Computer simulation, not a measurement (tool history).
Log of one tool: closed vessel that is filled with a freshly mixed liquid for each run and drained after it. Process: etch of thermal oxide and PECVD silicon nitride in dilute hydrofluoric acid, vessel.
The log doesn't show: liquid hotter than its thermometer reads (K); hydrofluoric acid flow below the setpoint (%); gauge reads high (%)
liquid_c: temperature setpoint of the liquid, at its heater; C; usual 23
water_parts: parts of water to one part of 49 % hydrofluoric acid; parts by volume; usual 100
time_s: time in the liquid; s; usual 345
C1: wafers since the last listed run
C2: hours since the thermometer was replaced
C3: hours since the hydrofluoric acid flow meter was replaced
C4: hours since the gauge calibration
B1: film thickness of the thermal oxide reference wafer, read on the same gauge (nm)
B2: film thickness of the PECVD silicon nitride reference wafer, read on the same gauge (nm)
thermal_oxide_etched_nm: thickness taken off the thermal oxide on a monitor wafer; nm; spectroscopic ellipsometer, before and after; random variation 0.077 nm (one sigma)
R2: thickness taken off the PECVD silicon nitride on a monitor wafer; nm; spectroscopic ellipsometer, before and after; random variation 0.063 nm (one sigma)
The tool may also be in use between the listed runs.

run 1 hour=0 | liquid_c=20 water_parts=100 time_s=345 | C1=0 C2=29.3 C3=910.5 C4=456.6 | B1=99.99 B2=40 | thermal_oxide_etched_nm=13.67 R2=15.34
run 2 hour=17.9 | liquid_c=23 water_parts=100 time_s=345 | C1=1508 C2=47.2 C3=928.4 C4=474.5 | B1=100.03 B2=39.98 | thermal_oxide_etched_nm=15.46 R2=18.63
run 3 hour=33.2 | liquid_c=23 water_parts=100 time_s=345 | C1=1289 C2=62.5 C3=943.7 C4=489.8 | B1=100 B2=40 | thermal_oxide_etched_nm=15.52 R2=18.84
run 4 hour=42.3 | liquid_c=23 water_parts=100 time_s=345 | C1=766 C2=71.6 C3=952.8 C4=498.9 | B1=99.96 B2=40.03 | thermal_oxide_etched_nm=15.49 R2=18.76
run 5 hour=71.2 | liquid_c=23 water_parts=100 time_s=345 | C1=2435 C2=100.5 C3=981.7 C4=527.8 | B1=100.01 B2=39.97 | thermal_oxide_etched_nm=15.22 R2=18.78
run 6 hour=83.5 | liquid_c=23 water_parts=100 time_s=345 | C1=1036 C2=112.8 C3=994 C4=540.1 | B1=99.99 B2=40.01 | thermal_oxide_etched_nm=15.28 R2=18.76
run 7 hour=99.3 | liquid_c=23 water_parts=60 time_s=245 | C1=1331 C2=128.6 C3=1009.8 C4=555.9 | B1=100 B2=39.99 | thermal_oxide_etched_nm=19.11 R2=21.99
run 8 hour=113.1 | liquid_c=23 water_parts=100 time_s=250 | C1=1162 C2=142.4 C3=1023.6 C4=569.7 | B1=99.97 B2=40.01 | thermal_oxide_etched_nm=11.15 R2=13.56
run 9 hour=122.1 | liquid_c=23 water_parts=65 time_s=425 | C1=758 C2=151.4 C3=1032.6 C4=578.7 | B1=99.98 B2=40.02 | thermal_oxide_etched_nm=30.46 R2=35.28
run 10 hour=138.4 | liquid_c=23 water_parts=100 time_s=345 | C1=1373 C2=167.7 C3=1048.9 C4=595 | B1=100 B2=40 | thermal_oxide_etched_nm=15.31 R2=18.78
run 11 hour=148.7 | liquid_c=23 water_parts=115 time_s=345 | C1=867 C2=178 C3=1059.2 C4=605.3 | B1=100 B2=40.04 | thermal_oxide_etched_nm=13.09 R2=16.29
run 12 hour=160.8 | liquid_c=21 water_parts=150 time_s=345 | C1=1019 C2=190.1 C3=1071.3 C4=617.4 | B1=99.95 B2=40.05 | thermal_oxide_etched_nm=8.95 R2=11.01
-- hour=162.8 hydrofluoric acid flow meter replaced
run 13 hour=178.7 | liquid_c=21.5 water_parts=100 time_s=345 | C1=1424 C2=208 C3=15.9 C4=635.3 | B1=100.02 B2=40.01 | thermal_oxide_etched_nm=14.76 R2=17.35
run 14 hour=191.1 | liquid_c=21 water_parts=125 time_s=480 | C1=1044 C2=220.4 C3=28.3 C4=647.7 | B1=100.03 B2=39.97 | thermal_oxide_etched_nm=15.73 R2=18.73
run 15 hour=207.9 | liquid_c=25.5 water_parts=135 time_s=465 | C1=1415 C2=237.2 C3=45.1 C4=664.5 | B1=99.98 B2=40.01 | thermal_oxide_etched_nm=16.82 R2=22.58
-- hour=208.3 gauge calibrated
run 16 hour=224 | liquid_c=23 water_parts=100 time_s=250 | C1=1356 C2=253.3 C3=61.2 C4=15.7 | B1=100 B2=39.95 | thermal_oxide_etched_nm=11.46 R2=13.88
run 17 hour=238.8 | liquid_c=24.5 water_parts=100 time_s=200 | C1=1247 C2=268.1 C3=76 C4=30.5 | B1=100.02 B2=39.97 | thermal_oxide_etched_nm=9.79 R2=12.32
run 18 hour=252.8 | liquid_c=23 water_parts=120 time_s=420 | C1=1179 C2=282.1 C3=90 C4=44.5 | B1=100.03 B2=39.98 | thermal_oxide_etched_nm=15.59 R2=19.51
run 19 hour=263 | liquid_c=27 water_parts=130 time_s=525 | C1=859 C2=292.3 C3=100.2 C4=54.7 | B1=99.99 B2=40 | thermal_oxide_etched_nm=20.69 R2=29.19
run 20 hour=315.3 | liquid_c=23 water_parts=120 time_s=270 | C1=4406 C2=344.6 C3=152.5 C4=107 | B1=100.03 B2=40.01 | thermal_oxide_etched_nm=10.03 R2=12.5
run 21 hour=330.4 | liquid_c=23 water_parts=100 time_s=345 | C1=1272 C2=359.7 C3=167.6 C4=122.1 | B1=100 B2=39.98 | thermal_oxide_etched_nm=15.76 R2=19.14
run 22 hour=344.2 | liquid_c=20 water_parts=145 time_s=545 | C1=1162 C2=373.5 C3=181.4 C4=135.9 | B1=100.01 B2=40.04 | thermal_oxide_etched_nm=14.35 R2=17.15
run 23 hour=352.1 | liquid_c=18.5 water_parts=100 time_s=520 | C1=665 C2=381.4 C3=189.3 C4=143.8 | B1=100 B2=40.01 | thermal_oxide_etched_nm=19.72 R2=21.24
run 24 hour=364.3 | liquid_c=21.5 water_parts=100 time_s=345 | C1=1027 C2=393.6 C3=201.5 C4=156 | B1=99.95 B2=40 | thermal_oxide_etched_nm=14.84 R2=17.42
run 25 hour=374.3 | liquid_c=28 water_parts=70 time_s=290 | C1=842 C2=403.6 C3=211.5 C4=166 | B1=100.02 B2=40 | thermal_oxide_etched_nm=24.2 R2=31.84
run 26 hour=384 | liquid_c=18 water_parts=55 time_s=205 | C1=817 C2=413.3 C3=221.2 C4=175.7 | B1=99.99 B2=40.02 | thermal_oxide_etched_nm=14.55 R2=14.41

Some steps in thermal_oxide_etched_nm between neighbouring runs. How much of each would the tool show without its hidden state too (settings, what came in, random variation), and how much is left for the hidden state, with any gauge scatter that isn't in both results?
Run 8 -> 9: water_parts 100 -> 65, time_s 250 -> 425. thermal_oxide_etched_nm +19.31 nm: hidden state -0.64, all else +19.95.
Run 9 -> 10: water_parts 65 -> 100, time_s 425 -> 345. thermal_oxide_etched_nm -15.15 nm: hidden state +0.47, all else -15.62.
